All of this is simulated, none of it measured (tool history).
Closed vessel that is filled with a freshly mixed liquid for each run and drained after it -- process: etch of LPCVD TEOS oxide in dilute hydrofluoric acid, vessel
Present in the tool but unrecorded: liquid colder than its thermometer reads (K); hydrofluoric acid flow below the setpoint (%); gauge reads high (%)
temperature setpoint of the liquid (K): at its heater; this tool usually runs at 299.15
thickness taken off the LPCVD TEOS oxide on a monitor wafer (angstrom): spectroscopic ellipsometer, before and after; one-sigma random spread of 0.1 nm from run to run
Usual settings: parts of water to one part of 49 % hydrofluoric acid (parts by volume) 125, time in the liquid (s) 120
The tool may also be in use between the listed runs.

run,day,temperature setpoint of the liquid (K),parts of water to one part of 49 % hydrofluoric acid (parts by volume),time in the liquid (s),wafers since the last listed run,hours since the thermometer was replaced,hours since the hydrofluoric acid flow meter was replaced,hours since the gauge calibration,"read-back film thickness of the LPCVD TEOS oxide reference wafer, read on the same gauge (nm)",thickness taken off the LPCVD TEOS oxide on a monitor wafer (angstrom)
1,0,299.15,125,120,0,1122.6,475.3,186.9,69.97,286.9
2,1.233,299.15,125,120,2696,1152.2,504.9,216.5,70.02,284.9
3,1.875,299.15,125,120,1402,1167.6,520.3,231.9,69.96,285.9
4,3.375,299.15,125,120,3278,1203.6,556.3,267.9,69.98,283.4
5,4.421,299.15,125,120,2286,1228.7,581.4,293,70.02,284.4
6,5.425,299.15,125,140,2195,1252.8,605.5,317.1,70.01,331.6
7,8.683,299.15,125,140,7122,1331,683.7,395.3,69.99,330.3
8,9.717,299.15,125,140,2258,1355.8,708.5,420.1,70.02,330.9
9,10.375,301.65,125,120,1439,1371.6,724.3,435.9,70,309.3
10,11.017,301.65,125,120,1402,1387,739.7,451.3,69.99,309.2
11,12.092,301.65,125,120,2349,1412.8,765.5,477.1,70.01,307.9
12,13.496,299.15,125,120,3069,1446.5,799.2,510.8,69.99,280.6
# day 14.025: hydrofluoric acid flow meter replaced
# day 14.296: gauge calibrated
13,14.558,294.65,175,120,2231,1472,12.8,6.3,70,168.5
14,15.442,299.15,125,120,1930,1493.2,34,27.5,69.99,295.6
15,16.738,295.15,65,120,2832,1524.3,65.1,58.6,70,522.6
# day 18.392: thermometer replaced
16,20.583,299.15,125,120,8315,52.6,157.4,150.9,69.98,294.6
17,21.933,303.15,165,120,2951,85,189.8,183.3,70.02,243.8
18,23.058,297.15,125,95,2459,112,216.8,210.3,70,215
19,24.333,302.65,125,145,2787,142.6,247.4,240.9,70.02,400.6
20,25.521,302.15,150,160,2595,171.1,275.9,269.4,70.03,350.6
21,26.133,299.15,125,120,1338,185.8,290.6,284.1,69.98,292.5
22,27.45,300.65,85,120,2878,217.4,322.2,315.7,70.01,477.7

5 options for the next run, each taken on its own from the tool as it stands now. Forecast them:
A,27.479,297.65,125,120,63,218.1,322.9,316.4,?,?
B,27.479,301.15,155,120,63,218.1,322.9,316.4,?,?
C,27.479,295.65,80,180,63,218.1,322.9,316.4,?,?
D,27.479,301.15,125,150,63,218.1,322.9,316.4,?,?
E,27.479,296.65,90,85,63,218.1,322.9,316.4,?,?

run,"read-back film thickness of the LPCVD TEOS oxide reference wafer, read on the same gauge (nm)",thickness taken off the LPCVD TEOS oxide on a monitor wafer (angstrom)
A,70.01,272.9
B,70.01,241.9
C,70.01,624.5
D,70.01,389.7
E,70.01,269.6
Take away the tool's hidden state, keep each run's random variation, and the runs would have read:
run,thickness taken off the LPCVD TEOS oxide on a monitor wafer (angstrom)
A,279.3
B,247.7
C,638.4
D,398.9
E,275.6
